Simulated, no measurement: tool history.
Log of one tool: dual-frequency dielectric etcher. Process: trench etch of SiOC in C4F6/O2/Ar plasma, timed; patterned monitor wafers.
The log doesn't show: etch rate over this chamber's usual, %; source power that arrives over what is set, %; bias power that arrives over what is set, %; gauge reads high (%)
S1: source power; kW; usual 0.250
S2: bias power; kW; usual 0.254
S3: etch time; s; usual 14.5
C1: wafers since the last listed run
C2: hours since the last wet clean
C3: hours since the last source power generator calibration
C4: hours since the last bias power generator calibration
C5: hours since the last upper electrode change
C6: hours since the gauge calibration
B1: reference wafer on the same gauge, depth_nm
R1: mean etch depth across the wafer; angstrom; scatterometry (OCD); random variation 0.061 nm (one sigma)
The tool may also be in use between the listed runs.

run 1 hour=0.0 | S1=0.220 S2=0.241 S3=14.5 | C1=0 C2=65.9 C3=263.6 C4=3581.5 C5=5344.6 C6=869.1 | B1=23.89 | R1=245.4
run 2 hour=72.3 | S1=0.220 S2=0.241 S3=14.5 | C1=1548 C2=138.2 C3=335.9 C4=3653.8 C5=5416.9 C6=941.4 | B1=23.92 | R1=244.6
-- hour=153.7 gauge calibrated
run 3 hour=159.2 | S1=0.220 S2=0.241 S3=14.5 | C1=1860 C2=225.1 C3=422.8 C4=3740.7 C5=5503.8 C6=5.5 | B1=23.91 | R1=243.7
run 4 hour=226.3 | S1=0.300 S2=0.254 S3=14.5 | C1=1436 C2=292.2 C3=489.9 C4=3807.8 C5=5570.9 C6=72.6 | B1=23.91 | R1=281.3
run 5 hour=292.5 | S1=0.300 S2=0.254 S3=14.5 | C1=1417 C2=358.4 C3=556.1 C4=3874.0 C5=5637.1 C6=138.8 | B1=23.90 | R1=279.8
run 6 hour=370.7 | S1=0.300 S2=0.254 S3=14.5 | C1=1674 C2=436.6 C3=634.3 C4=3952.2 C5=5715.3 C6=217.0 | B1=23.93 | R1=279.6
-- hour=410.2 wet clean of the chamber
run 7 hour=410.7 | S1=0.250 S2=0.254 S3=14.5 | C1=342 C2=0.5 C3=674.3 C4=3992.2 C5=5755.3 C6=257.0 | B1=23.90 | R1=255.2
run 8 hour=510.7 | S1=0.250 S2=0.254 S3=14.5 | C1=2141 C2=100.5 C3=774.3 C4=4092.2 C5=5855.3 C6=357.0 | B1=23.89 | R1=253.2
run 9 hour=550.4 | S1=0.250 S2=0.236 S3=14.5 | C1=850 C2=140.2 C3=814.0 C4=4131.9 C5=5895.0 C6=396.7 | B1=23.89 | R1=248.1
run 10 hour=635.1 | S1=0.230 S2=0.254 S3=11.5 | C1=1813 C2=224.9 C3=898.7 C4=4216.6 C5=5979.7 C6=481.4 | B1=23.89 | R1=193.3
run 11 hour=677.1 | S1=0.230 S2=0.254 S3=11.5 | C1=899 C2=266.9 C3=940.7 C4=4258.6 C5=6021.7 C6=523.4 | B1=23.89 | R1=192.4
-- hour=702.0 wet clean of the chamber, repeated, since the last time left the tool worse
run 12 hour=760.6 | S1=0.250 S2=0.254 S3=14.5 | C1=1274 C2=58.6 C3=1024.2 C4=4342.1 C5=6105.2 C6=606.9 | B1=23.91 | R1=264.3
run 13 hour=833.4 | S1=0.290 S2=0.254 S3=14.5 | C1=1559 C2=131.4 C3=1097.0 C4=4414.9 C5=6178.0 C6=679.7 | B1=23.89 | R1=278.9
run 14 hour=891.4 | S1=0.250 S2=0.237 S3=14.5 | C1=1242 C2=189.4 C3=1155.0 C4=4472.9 C5=6236.0 C6=737.7 | B1=23.92 | R1=256.4
run 15 hour=933.4 | S1=0.250 S2=0.217 S3=14.5 | C1=899 C2=231.4 C3=1197.0 C4=4514.9 C5=6278.0 C6=779.7 | B1=23.91 | R1=249.9
-- hour=979.7 bias power generator calibrated
-- hour=993.6 upper electrode replaced
run 16 hour=994.1 | S1=0.220 S2=0.317 S3=18.0 | C1=915 C2=292.1 C3=1257.7 C4=14.4 C5=0.5 C6=840.4 | B1=23.90 | R1=330.0
run 17 hour=1058.7 | S1=0.250 S2=0.254 S3=14.5 | C1=1383 C2=356.7 C3=1322.3 C4=79.0 C5=65.1 C6=905.0 | B1=23.91 | R1=260.8
run 18 hour=1118.3 | S1=0.250 S2=0.200 S3=14.5 | C1=1276 C2=416.3 C3=1381.9 C4=138.6 C5=124.7 C6=964.6 | B1=23.89 | R1=240.9
run 19 hour=1160.0 | S1=0.210 S2=0.297 S3=14.5 | C1=893 C2=458.0 C3=1423.6 C4=180.3 C5=166.4 C6=1006.3 | B1=23.92 | R1=252.4
-- hour=1237.9 wet clean of the chamber
-- hour=1289.8 source power generator calibrated
-- hour=1302.1 gauge calibrated
run 20 hour=1406.7 | S1=0.250 S2=0.254 S3=14.5 | C1=4683 C2=168.8 C3=116.9 C4=427.0 C5=413.1 C6=104.6 | B1=23.91 | R1=261.6
run 21 hour=1468.2 | S1=0.290 S2=0.194 S3=14.5 | C1=1317 C2=230.3 C3=178.4 C4=488.5 C5=474.6 C6=166.1 | B1=23.89 | R1=256.1
run 22 hour=1528.9 | S1=0.220 S2=0.254 S3=16.0 | C1=1299 C2=291.0 C3=239.1 C4=549.2 C5=535.3 C6=226.8 | B1=23.91 | R1=272.6
run 23 hour=1635.7 | S1=0.250 S2=0.225 S3=11.0 | C1=2287 C2=397.8 C3=345.9 C4=656.0 C5=642.1 C6=333.6 | B1=23.90 | R1=189.4
-- hour=1664.4 wet clean of the chamber
run 24 hour=1682.1 | S1=0.250 S2=0.254 S3=14.5 | C1=479 C2=17.7 C3=392.3 C4=702.4 C5=688.5 C6=380.0 | B1=23.92 | R1=263.3
run 25 hour=1724.8 | S1=0.250 S2=0.254 S3=16.0 | C1=914 C2=60.4 C3=435.0 C4=745.1 C5=731.2 C6=422.7 | B1=23.92 | R1=291.0

Forecast each of these 4 alternatives for the next run:
run A hour=1725.2 | S1=0.250 S2=0.254 S3=17.5 | C1=8 C2=60.8 C3=435.4 C4=745.5 C5=731.6 C6=423.1 | B1=? | R1=?
run B hour=1725.2 | S1=0.280 S2=0.254 S3=14.5 | C1=8 C2=60.8 C3=435.4 C4=745.5 C5=731.6 C6=423.1 | B1=? | R1=?
run C hour=1725.2 | S1=0.210 S2=0.254 S3=13.0 | C1=8 C2=60.8 C3=435.4 C4=745.5 C5=731.6 C6=423.1 | B1=? | R1=?
run D hour=1725.2 | S1=0.250 S2=0.198 S3=10.5 | C1=8 C2=60.8 C3=435.4 C4=745.5 C5=731.6 C6=423.1 | B1=? | R1=?

run=A B1=23.91 R1=317.4
run=B B1=23.91 R1=275.7
run=C B1=23.91 R1=219.0
run=D B1=23.91 R1=176.7
Without the tool's hidden state the same runs would have given:
run=A R1=318.7
run=B R1=276.9
run=C R1=219.9
run=D R1=177.4
